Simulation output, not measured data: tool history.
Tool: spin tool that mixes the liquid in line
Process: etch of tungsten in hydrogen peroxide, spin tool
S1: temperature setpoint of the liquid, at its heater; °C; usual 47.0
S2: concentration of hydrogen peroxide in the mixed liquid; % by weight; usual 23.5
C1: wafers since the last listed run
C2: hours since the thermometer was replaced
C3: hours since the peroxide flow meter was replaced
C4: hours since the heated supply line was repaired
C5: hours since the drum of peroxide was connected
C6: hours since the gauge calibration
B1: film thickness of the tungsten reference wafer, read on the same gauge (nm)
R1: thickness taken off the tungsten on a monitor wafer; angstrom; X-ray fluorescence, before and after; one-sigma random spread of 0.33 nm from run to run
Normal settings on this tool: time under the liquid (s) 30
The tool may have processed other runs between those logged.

{"run": 1, "hour": 0.0, "S1": 52.5, "S2": 23.5, "time under the liquid (s)": 30, "C1": 0, "C2": 866.1, "C3": 1318.1, "C4": 1036.9, "C5": 438.7, "C6": 787.7, "B1": 29.98, "R1": 571.3}
{"run": 2, "hour": 135.5, "S1": 52.5, "S2": 23.5, "time under the liquid (s)": 30, "C1": 1507, "C2": 1001.6, "C3": 1453.6, "C4": 1172.4, "C5": 574.2, "C6": 923.2, "B1": 29.98, "R1": 573.8}
{"hour": 153.5, "done": "new drum of peroxide connected"}
{"run": 3, "hour": 200.8, "S1": 47.0, "S2": 23.5, "time under the liquid (s)": 30, "C1": 715, "C2": 1066.9, "C3": 1518.9, "C4": 1237.7, "C5": 47.3, "C6": 988.5, "B1": 30.03, "R1": 404.1}
{"run": 4, "hour": 240.8, "S1": 47.0, "S2": 23.5, "time under the liquid (s)": 30, "C1": 444, "C2": 1106.9, "C3": 1558.9, "C4": 1277.7, "C5": 87.3, "C6": 1028.5, "B1": 29.99, "R1": 400.5}
{"run": 5, "hour": 280.6, "S1": 47.0, "S2": 23.5, "time under the liquid (s)": 30, "C1": 442, "C2": 1146.7, "C3": 1598.7, "C4": 1317.5, "C5": 127.1, "C6": 1068.3, "B1": 30.01, "R1": 401.1}
{"run": 6, "hour": 317.8, "S1": 47.0, "S2": 23.5, "time under the liquid (s)": 30, "C1": 413, "C2": 1183.9, "C3": 1635.9, "C4": 1354.7, "C5": 164.3, "C6": 1105.5, "B1": 30.0, "R1": 402.9}
{"run": 7, "hour": 373.5, "S1": 47.0, "S2": 23.5, "time under the liquid (s)": 30, "C1": 619, "C2": 1239.6, "C3": 1691.6, "C4": 1410.4, "C5": 220.0, "C6": 1161.2, "B1": 29.99, "R1": 403.0}
{"run": 8, "hour": 430.6, "S1": 47.0, "S2": 25.5, "time under the liquid (s)": 30, "C1": 635, "C2": 1296.7, "C3": 1748.7, "C4": 1467.5, "C5": 277.1, "C6": 1218.3, "B1": 30.02, "R1": 418.1}
{"run": 9, "hour": 484.4, "S1": 47.0, "S2": 23.5, "time under the liquid (s)": 30, "C1": 598, "C2": 1350.5, "C3": 1802.5, "C4": 1521.3, "C5": 330.9, "C6": 1272.1, "B1": 30.0, "R1": 396.1}
{"run": 10, "hour": 519.4, "S1": 47.0, "S2": 23.5, "time under the liquid (s)": 30, "C1": 389, "C2": 1385.5, "C3": 1837.5, "C4": 1556.3, "C5": 365.9, "C6": 1307.1, "B1": 30.03, "R1": 398.5}
{"run": 11, "hour": 567.7, "S1": 51.0, "S2": 25.5, "time under the liquid (s)": 30, "C1": 537, "C2": 1433.8, "C3": 1885.8, "C4": 1604.6, "C5": 414.2, "C6": 1355.4, "B1": 30.01, "R1": 524.7}
{"hour": 573.9, "done": "new drum of peroxide connected, repeated, since the last time left the tool worse"}
{"run": 12, "hour": 599.7, "S1": 47.0, "S2": 23.5, "time under the liquid (s)": 30, "C1": 344, "C2": 1465.8, "C3": 1917.8, "C4": 1636.6, "C5": 25.8, "C6": 1387.4, "B1": 30.01, "R1": 415.8}
{"hour": 634.4, "done": "heated supply line repaired"}
{"hour": 686.1, "done": "gauge calibrated"}
{"run": 13, "hour": 704.8, "S1": 47.0, "S2": 23.5, "time under the liquid (s)": 35, "C1": 1157, "C2": 1570.9, "C3": 2022.9, "C4": 70.4, "C5": 130.9, "C6": 18.7, "B1": 30.03, "R1": 485.4}
{"hour": 801.4, "done": "peroxide flow meter replaced"}
{"run": 14, "hour": 833.1, "S1": 47.0, "S2": 26.0, "time under the liquid (s)": 40, "C1": 1415, "C2": 1699.2, "C3": 31.7, "C4": 198.7, "C5": 259.2, "C6": 147.0, "B1": 30.01, "R1": 576.8}
{"run": 15, "hour": 876.1, "S1": 47.0, "S2": 23.5, "time under the liquid (s)": 30, "C1": 478, "C2": 1742.2, "C3": 74.7, "C4": 241.7, "C5": 302.2, "C6": 190.0, "B1": 30.0, "R1": 416.0}
{"run": 16, "hour": 908.0, "S1": 47.0, "S2": 23.5, "time under the liquid (s)": 30, "C1": 354, "C2": 1774.1, "C3": 106.6, "C4": 273.6, "C5": 334.1, "C6": 221.9, "B1": 30.03, "R1": 413.3}
{"run": 17, "hour": 947.0, "S1": 41.0, "S2": 29.0, "time under the liquid (s)": 35, "C1": 433, "C2": 1813.1, "C3": 145.6, "C4": 312.6, "C5": 373.1, "C6": 260.9, "B1": 30.03, "R1": 361.0}
{"run": 18, "hour": 995.3, "S1": 47.0, "S2": 23.5, "time under the liquid (s)": 30, "C1": 537, "C2": 1861.4, "C3": 193.9, "C4": 360.9, "C5": 421.4, "C6": 309.2, "B1": 29.97, "R1": 403.8}
{"hour": 1016.5, "done": "thermometer replaced"}
{"run": 19, "hour": 1035.5, "S1": 50.0, "S2": 21.5, "time under the liquid (s)": 30, "C1": 435, "C2": 19.0, "C3": 234.1, "C4": 401.1, "C5": 461.6, "C6": 349.4, "B1": 29.98, "R1": 481.5}
{"run": 20, "hour": 1106.2, "S1": 54.5, "S2": 29.5, "time under the liquid (s)": 20, "C1": 786, "C2": 89.7, "C3": 304.8, "C4": 471.8, "C5": 532.3, "C6": 420.1, "B1": 29.99, "R1": 485.1}
{"run": 21, "hour": 1172.7, "S1": 42.5, "S2": 23.5, "time under the liquid (s)": 35, "C1": 739, "C2": 156.2, "C3": 371.3, "C4": 538.3, "C5": 598.8, "C6": 486.6, "B1": 30.0, "R1": 356.1}
{"run": 22, "hour": 1223.2, "S1": 47.0, "S2": 30.0, "time under the liquid (s)": 30, "C1": 561, "C2": 206.7, "C3": 421.8, "C4": 588.8, "C5": 649.3, "C6": 537.1, "B1": 30.02, "R1": 459.4}
{"hour": 1249.8, "done": "new drum of peroxide connected"}
{"run": 23, "hour": 1337.7, "S1": 51.0, "S2": 25.5, "time under the liquid (s)": 30, "C1": 1262, "C2": 321.2, "C3": 536.3, "C4": 703.3, "C5": 87.9, "C6": 651.6, "B1": 30.01, "R1": 556.7}
{"run": 24, "hour": 1364.7, "S1": 47.0, "S2": 23.5, "time under the liquid (s)": 20, "C1": 300, "C2": 348.2, "C3": 563.3, "C4": 730.3, "C5": 114.9, "C6": 678.6, "B1": 30.02, "R1": 277.1}
{"run": 25, "hour": 1391.6, "S1": 54.0, "S2": 23.5, "time under the liquid (s)": 30, "C1": 299, "C2": 375.1, "C3": 590.2, "C4": 757.2, "C5": 141.8, "C6": 705.5, "B1": 29.99, "R1": 628.0}

5 ways to go on from here, each from the tool as it stands after run 25. What would each give?
{"run": "A", "hour": 1392.0, "S1": 55.5, "S2": 23.5, "time under the liquid (s)": 30, "C1": 4, "C2": 375.5, "C3": 590.6, "C4": 757.6, "C5": 142.2, "C6": 705.9, "B1": "?", "R1": "?"}
{"run": "B", "hour": 1392.0, "S1": 38.5, "S2": 20.5, "time under the liquid (s)": 15, "C1": 4, "C2": 375.5, "C3": 590.6, "C4": 757.6, "C5": 142.2, "C6": 705.9, "B1": "?", "R1": "?"}
{"run": "C", "hour": 1392.0, "S1": 47.0, "S2": 26.0, "time under the liquid (s)": 20, "C1": 4, "C2": 375.5, "C3": 590.6, "C4": 757.6, "C5": 142.2, "C6": 705.9, "B1": "?", "R1": "?"}
{"run": "D", "hour": 1392.0, "S1": 44.0, "S2": 30.0, "time under the liquid (s)": 45, "C1": 4, "C2": 375.5, "C3": 590.6, "C4": 757.6, "C5": 142.2, "C6": 705.9, "B1": "?", "R1": "?"}
{"run": "E", "hour": 1392.0, "S1": 47.0, "S2": 19.0, "time under the liquid (s)": 30, "C1": 4, "C2": 375.5, "C3": 590.6, "C4": 757.6, "C5": 142.2, "C6": 705.9, "B1": "?", "R1": "?"}

run=A B1=30.02 R1=698.4
run=B B1=30.02 R1=113.1
run=C B1=30.02 R1=292.4
run=D B1=30.02 R1=585.3
run=E B1=30.02 R1=375.0
The same runs, with their run-to-run variation unchanged, on a tool lacking any hidden condition would have given:
run=A R1=702.6
run=B R1=113.8
run=C R1=294.2
run=D R1=588.9
run=E R1=377.3

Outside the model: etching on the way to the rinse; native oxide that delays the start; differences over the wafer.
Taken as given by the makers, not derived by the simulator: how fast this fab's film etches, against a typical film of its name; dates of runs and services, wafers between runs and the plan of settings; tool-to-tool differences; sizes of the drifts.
